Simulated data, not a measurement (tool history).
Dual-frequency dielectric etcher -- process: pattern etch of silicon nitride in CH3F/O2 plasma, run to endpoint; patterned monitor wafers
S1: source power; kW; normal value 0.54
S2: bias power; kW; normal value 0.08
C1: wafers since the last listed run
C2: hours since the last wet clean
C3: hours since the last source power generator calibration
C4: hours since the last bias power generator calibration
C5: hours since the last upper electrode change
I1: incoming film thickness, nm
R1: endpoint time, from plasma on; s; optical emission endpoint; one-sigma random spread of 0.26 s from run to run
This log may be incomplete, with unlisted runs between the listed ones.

run	hour	S1	S2	C1	C2	C3	C4	C5	I1	R1
1	0	0.62	0.085	0	323.9	2200	2692.4	4040.7	94.2	79.7
# hour 50.2: wet clean of the chamber
2	50.7	0.62	0.085	138	0.5	2250.7	2743.1	4091.4	94.4	81.4
3	58.5	0.62	0.085	40	8.3	2258.5	2750.9	4099.2	94.7	81.7
4	79.7	0.54	0.08	110	29.5	2279.7	2772.1	4120.4	93.7	85.1
5	112.5	0.54	0.08	170	62.3	2312.5	2804.9	4153.2	95.4	86.3
6	132.9	0.54	0.08	106	82.7	2332.9	2825.3	4173.6	94.4	85.6
7	160.8	0.54	0.08	145	110.6	2360.8	2853.2	4201.5	94.8	85.8
8	194.1	0.54	0.08	173	143.9	2394.1	2886.5	4234.8	94.3	84.9
9	220.1	0.54	0.08	135	169.9	2420.1	2912.5	4260.8	95	84.9
10	253.3	0.54	0.08	172	203.1	2453.3	2945.7	4294	95	85.2
11	278.3	0.46	0.08	130	228.1	2478.3	2970.7	4319	94	87
12	366.4	0.54	0.08	458	316.2	2566.4	3058.8	4407.1	93.9	83.4
13	447.6	0.54	0.08	422	397.4	2647.6	3140	4488.3	94	83.4
# hour 504.9: wet clean of the chamber
# hour 548.5: upper electrode replaced
14	549	0.54	0.08	277	44.1	2749	3241.4	0.5	94.8	86.2
15	577.2	0.66	0.065	146	72.3	2777.2	3269.6	28.7	93.5	87.5
16	602	0.54	0.08	129	97.1	2802	3294.4	53.5	94.4	85.5
17	631.6	0.54	0.08	154	126.7	2831.6	3324	83.1	92.8	84.1
# hour 658.2: bias power generator calibrated
18	658.7	0.54	0.095	120	153.8	2858.7	0.5	110.2	94.5	79.6
19	682.6	0.54	0.08	124	177.7	2882.6	24.4	134.1	94.3	85
# hour 689.3: source power generator calibrated
20	709.1	0.54	0.08	117	204.2	19.8	50.9	160.6	93.1	83.3
21	742.3	0.61	0.08	172	237.4	53	84.1	193.8	94.5	82.4
22	758.3	0.54	0.08	83	253.4	69	100.1	209.8	93.9	84.2
23	781.8	0.46	0.097	122	276.9	92.5	123.6	233.3	95.4	81.7
24	795	0.6	0.08	68	290.1	105.7	136.8	246.5	94.1	82.7
25	819.6	0.68	0.067	128	314.7	130.3	161.4	271.1	94.5	85.5
# hour 879.2: wet clean of the chamber
26	879.7	0.49	0.09	187	0.5	190.4	221.5	331.2	94	83.1
27	881.8	0.54	0.074	10	2.6	192.5	223.6	333.3	94.7	88.6
28	916.2	0.46	0.089	179	37	226.9	258	367.7	93.9	84.3

Consider 4 possible next runs. They are alternatives, not a sequence: every one starts from the tool as it was left by run 28. What does each give?
A	916.7	0.44	0.08	2	37.5	227.4	258.5	368.2	94.4	?
B	916.7	0.68	0.08	2	37.5	227.4	258.5	368.2	94.4	?
C	916.7	0.48	0.091	2	37.5	227.4	258.5	368.2	94.4	?
D	916.7	0.64	0.091	2	37.5	227.4	258.5	368.2	94.4	?

run	R1
A	89.8
B	81.8
C	84
D	79
What these runs would have given with no unlogged condition in the tool:
run	R1
A	90.4
B	82.3
C	84.5
D	79.4
